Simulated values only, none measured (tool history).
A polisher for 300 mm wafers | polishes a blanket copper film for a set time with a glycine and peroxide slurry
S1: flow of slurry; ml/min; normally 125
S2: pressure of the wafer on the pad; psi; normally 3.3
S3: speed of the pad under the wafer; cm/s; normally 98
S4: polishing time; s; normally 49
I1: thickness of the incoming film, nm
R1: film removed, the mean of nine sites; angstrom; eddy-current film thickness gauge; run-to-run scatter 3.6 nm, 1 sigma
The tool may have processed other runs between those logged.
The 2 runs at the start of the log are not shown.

Run 3, day 3.108: usual settings but S3 76 cm/s; I1 1032.6. Result: R1 2476 angstrom.
Run 4, day 4.958: usual settings but S3 76 cm/s; I1 1019.8. Result: R1 2521 angstrom.
At day 7.292: head pressure recalibrated.
At day 11.425: worn pad replaced by a new one.
Run 5, day 11.871: usual settings but S3 76 cm/s; I1 1041. Result: R1 2503 angstrom.
At day 11.958: slurry nozzle cleaned.
Run 6, day 14.742: usual settings but S1 105 ml/min; I1 999.7. Result: R1 2724 angstrom.
Run 7, day 15.842: usual settings but S2 4.2 psi; I1 1024.7. Result: R1 3462 angstrom.
Run 8, day 18.571: usual settings but S2 4.2 psi; I1 1015.7. Result: R1 3425 angstrom.
Run 9, day 19.929: usual settings but S2 4.2 psi; I1 1034.3. Result: R1 3539 angstrom.
Run 10, day 21.212: usual settings; I1 1027.3. Result: R1 2886 angstrom.
At day 24.029: head pressure recalibrated.
Run 11, day 24.05: usual settings; I1 1000.6. Result: R1 2862 angstrom.
Run 12, day 25.612: usual settings; I1 1018.8. Result: R1 2877 angstrom.
At day 27.388: worn pad replaced by a new one.
Run 13, day 27.412: usual settings; I1 1026. Result: R1 2893 angstrom.
Run 14, day 29.379: usual settings; I1 999. Result: R1 2963 angstrom.
Run 15, day 30.783: usual settings; I1 1012.9. Result: R1 2899 angstrom.
At day 31.15: slurry nozzle cleaned.
Run 16, day 32.033: usual settings; I1 1012.1. Result: R1 2846 angstrom.
Run 17, day 34.496: usual settings but S2 2.8 psi, S4 38 s; I1 1011. Result: R1 1956 angstrom.
Run 18, day 36.446: usual settings; I1 1010.5. Result: R1 2933 angstrom.
Run 19, day 37.767: usual settings; I1 1003.4. Result: R1 2830 angstrom.
At day 39.246: head pressure recalibrated.
Run 20, day 39.621: usual settings but S1 90 ml/min, S2 4.4 psi, S3 120 cm/s; I1 1032.3. Result: R1 3821 angstrom.
At day 40.912: worn pad replaced by a new one.
Run 21, day 41.929: usual settings but S2 4.3 psi, S3 130 cm/s, S4 35 s; I1 1027.3. Result: R1 3016 angstrom.
Run 22, day 43.338: usual settings but S1 155 ml/min, S2 4.1 psi, S4 40 s; I1 1006.4. Result: R1 2935 angstrom.
Run 23, day 45.658: usual settings but S1 110 ml/min, S2 3.8 psi, S3 80 cm/s, S4 62 s; I1 1018.2. Result: R1 3596 angstrom.
Run 24, day 46.692: usual settings but S1 150 ml/min, S3 126 cm/s, S4 56 s; I1 1011.3. Result: R1 3949 angstrom.
Run 25, day 48.283: usual settings but S1 155 ml/min, S2 2.2 psi; I1 1016.6. Result: R1 2244 angstrom.
Run 26, day 49.308: usual settings but S2 4.3 psi, S4 61 s; I1 1037.7. Result: R1 4406 angstrom.
Run 27, day 51.842: usual settings but S2 2.2 psi; I1 1029.3. Result: R1 2175 angstrom.

Forecast run 28:
At day 52.658: head pressure recalibrated.
At day 52.675: slurry nozzle cleaned.
At day 54.125: worn pad replaced by a new one.
Run 28, day 59.288: usual settings but S1 85 ml/min, S2 4.2 psi, S3 80 cm/s, S4 60 s; I1 1038.1. Result: R1 ?.

R1: 3378 angstrom
Minus the tool's unlogged condition, the same run would have read R1 3378 angstrom.
